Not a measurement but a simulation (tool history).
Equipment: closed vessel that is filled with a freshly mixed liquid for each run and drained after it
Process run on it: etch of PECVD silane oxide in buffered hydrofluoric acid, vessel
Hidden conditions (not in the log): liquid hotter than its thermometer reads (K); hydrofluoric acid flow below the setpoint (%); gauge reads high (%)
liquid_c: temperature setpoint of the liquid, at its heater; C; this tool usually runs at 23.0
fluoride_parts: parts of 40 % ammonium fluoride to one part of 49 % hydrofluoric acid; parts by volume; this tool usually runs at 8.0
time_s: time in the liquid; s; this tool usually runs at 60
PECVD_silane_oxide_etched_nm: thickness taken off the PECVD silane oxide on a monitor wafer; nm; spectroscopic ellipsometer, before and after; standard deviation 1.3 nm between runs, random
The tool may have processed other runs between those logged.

| run | day | liquid_c | fluoride_parts | time_s | wafers since the last listed run | hours since the thermometer was replaced | hours since the hydrofluoric acid flow meter was replaced | hours since the gauge calibration | read-back film thickness of the PECVD silane oxide reference wafer, read on the same gauge (nm) | PECVD_silane_oxide_etched_nm |
|---|---|---|---|---|---|---|---|---|---|---|
| 1 | 0.000 | 23.0 | 7.0 | 60 | 0 | 1669.7 | 798.5 | 113.1 | 40.01 | 251.46 |
| 2 | 0.421 | 23.0 | 7.0 | 60 | 1241 | 1679.8 | 808.6 | 123.2 | 40.02 | 252.63 |
| 3 | 0.838 | 23.0 | 8.0 | 60 | 1228 | 1689.8 | 818.6 | 133.2 | 39.99 | 217.16 |
| 4 | 1.162 | 23.0 | 8.0 | 60 | 958 | 1697.6 | 826.4 | 141.0 | 39.98 | 215.68 |
| 5 | 1.633 | 23.0 | 8.0 | 60 | 1388 | 1708.9 | 837.7 | 152.3 | 40.00 | 217.00 |
| 6 | 2.125 | 23.0 | 8.0 | 60 | 1450 | 1720.7 | 849.5 | 164.1 | 40.03 | 215.60 |
| 7 | 3.667 | 23.0 | 8.0 | 60 | 4547 | 1757.7 | 886.5 | 201.1 | 40.00 | 215.18 |
|  | 4.075 | hydrofluoric acid flow meter replaced |
| 8 | 4.238 | 23.0 | 8.0 | 60 | 1560 | 1771.4 | 3.9 | 214.8 | 40.03 | 201.47 |
|  | 4.317 | thermometer replaced |
| 9 | 4.804 | 23.0 | 8.0 | 60 | 1548 | 11.7 | 17.5 | 228.4 | 40.03 | 205.19 |
| 10 | 5.262 | 21.5 | 8.0 | 90 | 1351 | 22.7 | 28.5 | 239.4 | 39.99 | 280.24 |
| 11 | 5.546 | 26.0 | 8.0 | 60 | 835 | 29.5 | 35.3 | 246.2 | 40.00 | 239.13 |
| 12 | 6.288 | 23.0 | 10.5 | 60 | 2187 | 47.3 | 53.1 | 264.0 | 40.01 | 157.37 |
|  | 6.333 | gauge calibrated |
|  | 6.408 | hydrofluoric acid flow meter replaced, repeated, since the last time left the tool worse |
| 13 | 6.796 | 23.0 | 8.0 | 60 | 1376 | 59.5 | 9.3 | 11.1 | 40.00 | 236.95 |
| 14 | 7.521 | 23.0 | 8.0 | 60 | 2138 | 76.9 | 26.7 | 28.5 | 40.00 | 235.20 |
| 15 | 8.046 | 25.0 | 10.0 | 60 | 1548 | 89.5 | 39.3 | 41.1 | 40.00 | 217.21 |
| 16 | 8.704 | 23.0 | 8.0 | 40 | 1941 | 105.3 | 55.1 | 56.9 | 40.00 | 156.22 |
| 17 | 8.992 | 25.5 | 7.0 | 85 | 847 | 112.2 | 62.0 | 63.8 | 39.96 | 441.18 |
| 18 | 9.550 | 19.5 | 7.0 | 35 | 1646 | 125.6 | 75.4 | 77.2 | 40.01 | 131.31 |
| 19 | 10.246 | 18.0 | 6.0 | 45 | 2052 | 142.3 | 92.1 | 93.9 | 40.02 | 175.19 |

For each run, what was the tool's unlogged condition?
liquid hotter than its thermometer reads (K): 0 on each run
gauge reads high (%): 0 on each run
H1: hydrofluoric acid flow below the setpoint (%)
| run | H1 |
|---|---|
| 1 | 8.18 |
| 2 | 8.27 |
| 3 | 8.37 |
| 4 | 8.44 |
| 5 | 8.55 |
| 6 | 8.66 |
| 7 | 9.02 |
| 8 | 15.1 |
| 9 | 15.2 |
| 10 | 15.3 |
| 11 | 15.4 |
| 12 | 15.6 |
| 13 | 1.02 |
| 14 | 1.19 |
| 15 | 1.31 |
| 16 | 1.46 |
| 17 | 1.53 |
| 18 | 1.65 |
| 19 | 1.81 |

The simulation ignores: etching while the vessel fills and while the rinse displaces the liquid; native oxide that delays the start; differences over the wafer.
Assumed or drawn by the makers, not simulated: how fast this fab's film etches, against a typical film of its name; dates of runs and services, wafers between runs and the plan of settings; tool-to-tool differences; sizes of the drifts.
